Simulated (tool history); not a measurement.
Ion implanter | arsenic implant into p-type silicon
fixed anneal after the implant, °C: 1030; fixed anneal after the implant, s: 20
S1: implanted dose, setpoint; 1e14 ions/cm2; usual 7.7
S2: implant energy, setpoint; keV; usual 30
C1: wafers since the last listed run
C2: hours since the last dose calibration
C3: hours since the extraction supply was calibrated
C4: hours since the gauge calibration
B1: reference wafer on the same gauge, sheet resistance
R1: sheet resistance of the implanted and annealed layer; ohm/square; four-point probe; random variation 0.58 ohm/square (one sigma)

{"run": 1, "day": 0.0, "S1": 7.7, "S2": 36.5, "C1": 0, "C2": 1358.2, "C3": 3666.8, "C4": 1523.7, "B1": 105.93, "R1": 127.92}
{"run": 2, "day": 2.658, "S1": 7.7, "S2": 30, "C1": 1600, "C2": 1422, "C3": 3730.6, "C4": 1587.5, "B1": 105.94, "R1": 132.41}
{"run": 3, "day": 4.162, "S1": 7.7, "S2": 30, "C1": 905, "C2": 1458.1, "C3": 3766.7, "C4": 1623.6, "B1": 106.09, "R1": 132.31}
{"run": 4, "day": 5.546, "S1": 7.7, "S2": 30, "C1": 832, "C2": 1491.3, "C3": 3799.9, "C4": 1656.8, "B1": 105.97, "R1": 131.92}
{"run": 5, "day": 7.292, "S1": 7.7, "S2": 30, "C1": 1051, "C2": 1533.2, "C3": 3841.8, "C4": 1698.7, "B1": 106.17, "R1": 131.76}
{"run": 6, "day": 9.867, "S1": 7.7, "S2": 30, "C1": 1550, "C2": 1595, "C3": 3903.6, "C4": 1760.5, "B1": 105.97, "R1": 131.24}
{"run": 7, "day": 11.908, "S1": 6.2, "S2": 30, "C1": 1229, "C2": 1644, "C3": 3952.6, "C4": 1809.5, "B1": 106.17, "R1": 154.66}
{"day": 12.821, "done": "gauge calibrated"}
{"run": 8, "day": 13.458, "S1": 6.2, "S2": 30, "C1": 933, "C2": 1681.2, "C3": 3989.8, "C4": 15.3, "B1": 106.03, "R1": 155.34}
{"run": 9, "day": 16.067, "S1": 9.51, "S2": 30, "C1": 1570, "C2": 1743.8, "C3": 4052.4, "C4": 77.9, "B1": 105.92, "R1": 114.96}
{"run": 10, "day": 18.304, "S1": 9.51, "S2": 30, "C1": 1346, "C2": 1797.5, "C3": 4106.1, "C4": 131.6, "B1": 106.09, "R1": 114}
{"run": 11, "day": 24.208, "S1": 6.67, "S2": 30, "C1": 3554, "C2": 1939.2, "C3": 4247.8, "C4": 273.3, "B1": 106.09, "R1": 146.59}
{"run": 12, "day": 26.875, "S1": 6.67, "S2": 30, "C1": 1605, "C2": 2003.2, "C3": 4311.8, "C4": 337.3, "B1": 106.02, "R1": 145.02}
{"run": 13, "day": 29.996, "S1": 6.67, "S2": 30, "C1": 1878, "C2": 2078.1, "C3": 4386.7, "C4": 412.2, "B1": 105.88, "R1": 146.88}
{"run": 14, "day": 32.225, "S1": 7.7, "S2": 30, "C1": 1341, "C2": 2131.6, "C3": 4440.2, "C4": 465.7, "B1": 105.94, "R1": 131.99}
{"run": 15, "day": 35.067, "S1": 7.7, "S2": 30, "C1": 1710, "C2": 2199.8, "C3": 4508.4, "C4": 533.9, "B1": 105.94, "R1": 131.01}
{"run": 16, "day": 36.229, "S1": 6.17, "S2": 22.5, "C1": 699, "C2": 2227.7, "C3": 4536.3, "C4": 561.8, "B1": 105.99, "R1": 161.64}
{"run": 17, "day": 38.05, "S1": 7.7, "S2": 30, "C1": 1096, "C2": 2271.4, "C3": 4580, "C4": 605.5, "B1": 105.78, "R1": 131.71}
{"run": 18, "day": 39.208, "S1": 6.66, "S2": 20.5, "C1": 697, "C2": 2299.2, "C3": 4607.8, "C4": 633.3, "B1": 105.87, "R1": 153.42}
{"day": 40.792, "done": "Faraday cup replaced and dose calibrated"}
{"run": 19, "day": 40.888, "S1": 5.65, "S2": 20.5, "C1": 810, "C2": 2.3, "C3": 4648.1, "C4": 673.6, "B1": 106, "R1": 175.83}
{"run": 20, "day": 43.025, "S1": 7.7, "S2": 30, "C1": 1286, "C2": 53.6, "C3": 4699.4, "C4": 724.9, "B1": 105.97, "R1": 131.3}
{"run": 21, "day": 44.929, "S1": 9.13, "S2": 30, "C1": 1146, "C2": 99.3, "C3": 4745.1, "C4": 770.6, "B1": 105.94, "R1": 116.84}
{"run": 22, "day": 47.054, "S1": 7.7, "S2": 30, "C1": 1279, "C2": 150.3, "C3": 4796.1, "C4": 821.6, "B1": 105.89, "R1": 131.26}
{"run": 23, "day": 49.738, "S1": 9.93, "S2": 36, "C1": 1615, "C2": 214.7, "C3": 4860.5, "C4": 886, "B1": 106.04, "R1": 107.37}
{"day": 51.229, "done": "extraction supply calibrated"}
{"run": 24, "day": 52.133, "S1": 7.06, "S2": 35.5, "C1": 1241, "C2": 272.2, "C3": 21.7, "C4": 943.5, "B1": 106.04, "R1": 136.73}
{"run": 25, "day": 53.746, "S1": 7.7, "S2": 33.5, "C1": 970, "C2": 310.9, "C3": 60.4, "C4": 982.2, "B1": 105.98, "R1": 129.16}
{"run": 26, "day": 56.475, "S1": 8.59, "S2": 20, "C1": 1642, "C2": 376.4, "C3": 125.9, "C4": 1047.7, "B1": 106.19, "R1": 129.62}
{"run": 27, "day": 59.438, "S1": 7.7, "S2": 30, "C1": 1783, "C2": 447.5, "C3": 197, "C4": 1118.8, "B1": 106.15, "R1": 132.49}
{"run": 28, "day": 62.192, "S1": 7.7, "S2": 30, "C1": 1658, "C2": 513.6, "C3": 263.1, "C4": 1184.9, "B1": 106.25, "R1": 131.74}
{"run": 29, "day": 66.608, "S1": 5.7, "S2": 24.5, "C1": 2658, "C2": 619.6, "C3": 369.1, "C4": 1290.9, "B1": 106.11, "R1": 168.95}
{"run": 30, "day": 68.279, "S1": 9.87, "S2": 30, "C1": 1005, "C2": 659.7, "C3": 409.2, "C4": 1331, "B1": 106.04, "R1": 111.16}
{"run": 31, "day": 69.321, "S1": 7.7, "S2": 26.5, "C1": 627, "C2": 684.7, "C3": 434.2, "C4": 1356, "B1": 105.97, "R1": 134.01}
{"run": 32, "day": 72.058, "S1": 5.56, "S2": 19.5, "C1": 1647, "C2": 750.4, "C3": 499.9, "C4": 1421.7, "B1": 105.88, "R1": 177.34}
{"run": 33, "day": 73.383, "S1": 7.7, "S2": 30, "C1": 797, "C2": 782.2, "C3": 531.7, "C4": 1453.5, "B1": 106.07, "R1": 132.12}
{"run": 34, "day": 76.279, "S1": 7.7, "S2": 30, "C1": 1743, "C2": 851.7, "C3": 601.2, "C4": 1523, "B1": 106.06, "R1": 130.99}
{"run": 35, "day": 77.638, "S1": 7.7, "S2": 26.5, "C1": 817, "C2": 884.3, "C3": 633.8, "C4": 1555.6, "B1": 106.08, "R1": 135.11}
{"run": 36, "day": 79.083, "S1": 8.28, "S2": 21, "C1": 870, "C2": 919, "C3": 668.5, "C4": 1590.3, "B1": 105.88, "R1": 132.4}

Forecast each of these 5 alternatives for the next run:
{"run": "A", "day": 79.1, "S1": 7.7, "S2": 30, "C1": 10, "C2": 919.4, "C3": 668.9, "C4": 1590.7, "B1": "?", "R1": "?"}
{"run": "B", "day": 79.1, "S1": 7.7, "S2": 34.5, "C1": 10, "C2": 919.4, "C3": 668.9, "C4": 1590.7, "B1": "?", "R1": "?"}
{"run": "C", "day": 79.1, "S1": 8.91, "S2": 26.5, "C1": 10, "C2": 919.4, "C3": 668.9, "C4": 1590.7, "B1": "?", "R1": "?"}
{"run": "D", "day": 79.1, "S1": 8.29, "S2": 30, "C1": 10, "C2": 919.4, "C3": 668.9, "C4": 1590.7, "B1": "?", "R1": "?"}
{"run": "E", "day": 79.1, "S1": 7.06, "S2": 22.5, "C1": 10, "C2": 919.4, "C3": 668.9, "C4": 1590.7, "B1": "?", "R1": "?"}

run=A B1=105.99 R1=131.86
run=B B1=105.99 R1=128.96
run=C B1=105.99 R1=121.45
run=D B1=105.99 R1=125.1
run=E B1=105.99 R1=146.73
Without the tool's hidden state the same runs would have given:
run=A R1=131.86
run=B R1=128.96
run=C R1=121.45
run=D R1=125.1
run=E R1=146.73
